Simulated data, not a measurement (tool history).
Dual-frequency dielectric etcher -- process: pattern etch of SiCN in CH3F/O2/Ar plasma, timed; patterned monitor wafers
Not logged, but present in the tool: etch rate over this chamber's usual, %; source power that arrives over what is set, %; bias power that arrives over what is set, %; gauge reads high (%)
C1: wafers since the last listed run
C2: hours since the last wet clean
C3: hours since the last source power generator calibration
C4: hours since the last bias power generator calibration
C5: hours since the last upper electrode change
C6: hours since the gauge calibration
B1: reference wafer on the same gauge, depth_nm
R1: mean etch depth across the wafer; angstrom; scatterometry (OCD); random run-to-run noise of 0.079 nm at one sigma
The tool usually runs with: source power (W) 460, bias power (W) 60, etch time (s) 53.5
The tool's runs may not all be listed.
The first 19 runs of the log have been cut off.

{"run": 20, "hour": 1952.3, "source power (W)": 550, "bias power (W)": 46, "etch time (s)": 46, "C1": 1001, "C2": 413.8, "C3": 229, "C4": 3505.8, "C5": 500.8, "C6": 404.9, "B1": 14.4, "R1": 158.1}
{"hour": 1967.3, "done": "bias power generator calibrated"}
{"run": 21, "hour": 1990.5, "source power (W)": 570, "bias power (W)": 48, "etch time (s)": 45, "C1": 345, "C2": 452, "C3": 267.2, "C4": 23.2, "C5": 539, "C6": 443.1, "B1": 14.4, "R1": 161}
{"hour": 2037.6, "done": "wet clean of the chamber"}
{"run": 22, "hour": 2074.7, "source power (W)": 460, "bias power (W)": 60, "etch time (s)": 53.5, "C1": 608, "C2": 37.1, "C3": 351.4, "C4": 107.4, "C5": 623.2, "C6": 527.3, "B1": 14.38, "R1": 178.7}
{"run": 23, "hour": 2130.1, "source power (W)": 570, "bias power (W)": 68, "etch time (s)": 45, "C1": 559, "C2": 92.5, "C3": 406.8, "C4": 162.8, "C5": 678.6, "C6": 582.7, "B1": 14.41, "R1": 172.5}
{"run": 24, "hour": 2231.7, "source power (W)": 460, "bias power (W)": 60, "etch time (s)": 53.5, "C1": 1026, "C2": 194.1, "C3": 508.4, "C4": 264.4, "C5": 780.2, "C6": 684.3, "B1": 14.4, "R1": 180.9}
{"run": 25, "hour": 2317.7, "source power (W)": 460, "bias power (W)": 60, "etch time (s)": 53.5, "C1": 868, "C2": 280.1, "C3": 594.4, "C4": 350.4, "C5": 866.2, "C6": 770.3, "B1": 14.4, "R1": 182.9}
{"run": 26, "hour": 2375.7, "source power (W)": 500, "bias power (W)": 60, "etch time (s)": 53.5, "C1": 585, "C2": 338.1, "C3": 652.4, "C4": 408.4, "C5": 924.2, "C6": 828.3, "B1": 14.4, "R1": 191.4}
{"run": 27, "hour": 2473.1, "source power (W)": 460, "bias power (W)": 60, "etch time (s)": 69.5, "C1": 983, "C2": 435.5, "C3": 749.8, "C4": 505.8, "C5": 1021.6, "C6": 925.7, "B1": 14.4, "R1": 241.2}
{"hour": 2561.9, "done": "wet clean of the chamber"}
{"run": 28, "hour": 2576.3, "source power (W)": 460, "bias power (W)": 60, "etch time (s)": 53.5, "C1": 799, "C2": 14.4, "C3": 853, "C4": 609, "C5": 1124.8, "C6": 1028.9, "B1": 14.41, "R1": 177.9}
{"run": 29, "hour": 2663.7, "source power (W)": 460, "bias power (W)": 50, "etch time (s)": 53.5, "C1": 882, "C2": 101.8, "C3": 940.4, "C4": 696.4, "C5": 1212.2, "C6": 1116.3, "B1": 14.41, "R1": 168.6}
{"run": 30, "hour": 2735.2, "source power (W)": 460, "bias power (W)": 60, "etch time (s)": 43.5, "C1": 722, "C2": 173.3, "C3": 1011.9, "C4": 767.9, "C5": 1283.7, "C6": 1187.8, "B1": 14.41, "R1": 148.3}

Predict each of these 4 candidate next runs independently; none follows another, all start after run 30:
{"run": "A", "hour": 2735.6, "source power (W)": 460, "bias power (W)": 60, "etch time (s)": 53.5, "C1": 4, "C2": 173.7, "C3": 1012.3, "C4": 768.3, "C5": 1284.1, "C6": 1188.2, "B1": "?", "R1": "?"}
{"run": "B", "hour": 2735.6, "source power (W)": 460, "bias power (W)": 60, "etch time (s)": 62, "C1": 4, "C2": 173.7, "C3": 1012.3, "C4": 768.3, "C5": 1284.1, "C6": 1188.2, "B1": "?", "R1": "?"}
{"run": "C", "hour": 2735.6, "source power (W)": 460, "bias power (W)": 47, "etch time (s)": 53.5, "C1": 4, "C2": 173.7, "C3": 1012.3, "C4": 768.3, "C5": 1284.1, "C6": 1188.2, "B1": "?", "R1": "?"}
{"run": "D", "hour": 2735.6, "source power (W)": 460, "bias power (W)": 60, "etch time (s)": 37.5, "C1": 4, "C2": 173.7, "C3": 1012.3, "C4": 768.3, "C5": 1284.1, "C6": 1188.2, "B1": "?", "R1": "?"}

run=A B1=14.4 R1=179.1
run=B B1=14.4 R1=207.6
run=C B1=14.4 R1=165.4
run=D B1=14.4 R1=125.5
Without the tool's hidden state the same runs would have given:
run=A R1=176.8
run=B R1=204.9
run=C R1=163.3
run=D R1=123.9

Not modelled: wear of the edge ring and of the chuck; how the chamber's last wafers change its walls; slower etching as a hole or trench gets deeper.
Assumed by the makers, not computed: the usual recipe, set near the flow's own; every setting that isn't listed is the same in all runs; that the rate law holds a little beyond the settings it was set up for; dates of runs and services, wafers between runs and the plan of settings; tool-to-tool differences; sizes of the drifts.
